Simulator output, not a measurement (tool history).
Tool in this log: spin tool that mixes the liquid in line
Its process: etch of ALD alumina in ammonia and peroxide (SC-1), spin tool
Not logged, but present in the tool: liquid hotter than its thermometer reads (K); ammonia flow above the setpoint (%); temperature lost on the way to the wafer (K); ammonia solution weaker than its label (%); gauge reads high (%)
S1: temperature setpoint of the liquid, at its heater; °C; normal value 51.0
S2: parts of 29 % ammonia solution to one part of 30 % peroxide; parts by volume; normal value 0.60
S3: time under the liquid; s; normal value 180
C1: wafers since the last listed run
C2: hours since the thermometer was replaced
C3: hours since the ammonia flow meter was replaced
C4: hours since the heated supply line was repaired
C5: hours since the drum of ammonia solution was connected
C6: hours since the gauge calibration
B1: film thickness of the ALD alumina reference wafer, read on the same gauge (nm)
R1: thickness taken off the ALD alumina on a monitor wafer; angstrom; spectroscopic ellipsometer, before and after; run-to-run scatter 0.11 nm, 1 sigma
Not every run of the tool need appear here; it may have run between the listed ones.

| run | hour | S1 | S2 | S3 | C1 | C2 | C3 | C4 | C5 | C6 | B1 | R1 |
|---|---|---|---|---|---|---|---|---|---|---|---|---|
| 1 | 0.0 | 51.0 | 0.75 | 180 | 0 | 1286.1 | 3.9 | 562.1 | 686.8 | 396.9 | 40.03 | 193.5 |
| 2 | 35.3 | 51.0 | 0.60 | 180 | 308 | 1321.4 | 39.2 | 597.4 | 722.1 | 432.2 | 40.00 | 188.6 |
| 3 | 91.2 | 51.0 | 0.60 | 220 | 487 | 1377.3 | 95.1 | 653.3 | 778.0 | 488.1 | 40.02 | 231.0 |
| 4 | 142.8 | 51.0 | 0.80 | 180 | 450 | 1428.9 | 146.7 | 704.9 | 829.6 | 539.7 | 40.02 | 195.2 |
| 5 | 210.5 | 51.0 | 0.75 | 115 | 590 | 1496.6 | 214.4 | 772.6 | 897.3 | 607.4 | 40.02 | 123.7 |
| 6 | 270.9 | 46.0 | 0.40 | 120 | 527 | 1557.0 | 274.8 | 833.0 | 957.7 | 667.8 | 39.99 | 92.0 |
| 7 | 340.1 | 51.0 | 0.85 | 180 | 604 | 1626.2 | 344.0 | 902.2 | 1026.9 | 737.0 | 40.03 | 195.3 |
|  | 359.9 | new drum of ammonia solution connected |
| 8 | 409.4 | 51.0 | 0.40 | 215 | 596 | 1695.5 | 413.3 | 971.5 | 49.5 | 806.3 | 39.99 | 220.1 |
| 9 | 448.4 | 51.0 | 0.75 | 240 | 340 | 1734.5 | 452.3 | 1010.5 | 88.5 | 845.3 | 40.00 | 259.2 |
| 10 | 491.4 | 58.0 | 0.40 | 80 | 375 | 1777.5 | 495.3 | 1053.5 | 131.5 | 888.3 | 40.01 | 118.0 |
|  | 508.6 | ammonia flow meter replaced |
|  | 515.6 | heated supply line repaired |
| 11 | 562.4 | 51.0 | 0.35 | 180 | 602 | 1848.5 | 53.8 | 46.8 | 202.5 | 959.3 | 40.00 | 180.3 |
|  | 603.5 | thermometer replaced |
| 12 | 625.9 | 51.0 | 0.50 | 180 | 545 | 22.4 | 117.3 | 110.3 | 266.0 | 1022.8 | 40.00 | 181.3 |
| 13 | 655.6 | 47.0 | 0.80 | 250 | 259 | 52.1 | 147.0 | 140.0 | 295.7 | 1052.5 | 40.01 | 212.6 |
| 14 | 712.1 | 55.0 | 0.40 | 215 | 493 | 108.6 | 203.5 | 196.5 | 352.2 | 1109.0 | 40.01 | 265.3 |
| 15 | 770.4 | 46.0 | 0.60 | 180 | 508 | 166.9 | 261.8 | 254.8 | 410.5 | 1167.3 | 40.01 | 140.5 |
| 16 | 837.9 | 60.5 | 0.60 | 210 | 589 | 234.4 | 329.3 | 322.3 | 478.0 | 1234.8 | 39.99 | 356.3 |
| 17 | 902.4 | 51.0 | 0.60 | 180 | 563 | 298.9 | 393.8 | 386.8 | 542.5 | 1299.3 | 40.00 | 183.7 |
| 18 | 948.5 | 60.5 | 0.60 | 210 | 402 | 345.0 | 439.9 | 432.9 | 588.6 | 1345.4 | 40.00 | 359.2 |
| 19 | 977.1 | 58.0 | 0.35 | 255 | 249 | 373.6 | 468.5 | 461.5 | 617.2 | 1374.0 | 39.97 | 366.2 |
| 20 | 1014.0 | 56.5 | 0.40 | 225 | 322 | 410.5 | 505.4 | 498.4 | 654.1 | 1410.9 | 39.99 | 302.1 |
|  | 1023.8 | ammonia flow meter replaced |
| 21 | 1056.1 | 51.0 | 0.60 | 180 | 358 | 452.6 | 32.3 | 540.5 | 696.2 | 1453.0 | 40.00 | 185.3 |
| 22 | 1081.1 | 51.0 | 0.75 | 180 | 218 | 477.6 | 57.3 | 565.5 | 721.2 | 1478.0 | 39.99 | 190.9 |
| 23 | 1138.5 | 43.5 | 0.80 | 90 | 501 | 535.0 | 114.7 | 622.9 | 778.6 | 1535.4 | 40.02 | 62.4 |
| 24 | 1196.1 | 55.5 | 0.60 | 230 | 502 | 592.6 | 172.3 | 680.5 | 836.2 | 1593.0 | 40.01 | 303.6 |

Per-run results on a tool with no hidden state, each run keeping its own random variation:
| run | R1 |
|---|---|
| 1 | 189.4 |
| 2 | 184.5 |
| 3 | 225.7 |
| 4 | 190.7 |
| 5 | 120.7 |
| 6 | 89.6 |
| 7 | 190.3 |
| 8 | 214.2 |
| 9 | 252.1 |
| 10 | 114.8 |
| 11 | 175.0 |
| 12 | 181.0 |
| 13 | 212.1 |
| 14 | 264.6 |
| 15 | 139.9 |
| 16 | 354.9 |
| 17 | 182.7 |
| 18 | 357.2 |
| 19 | 363.9 |
| 20 | 300.0 |
| 21 | 183.9 |
| 22 | 189.4 |
| 23 | 61.8 |
| 24 | 300.7 |
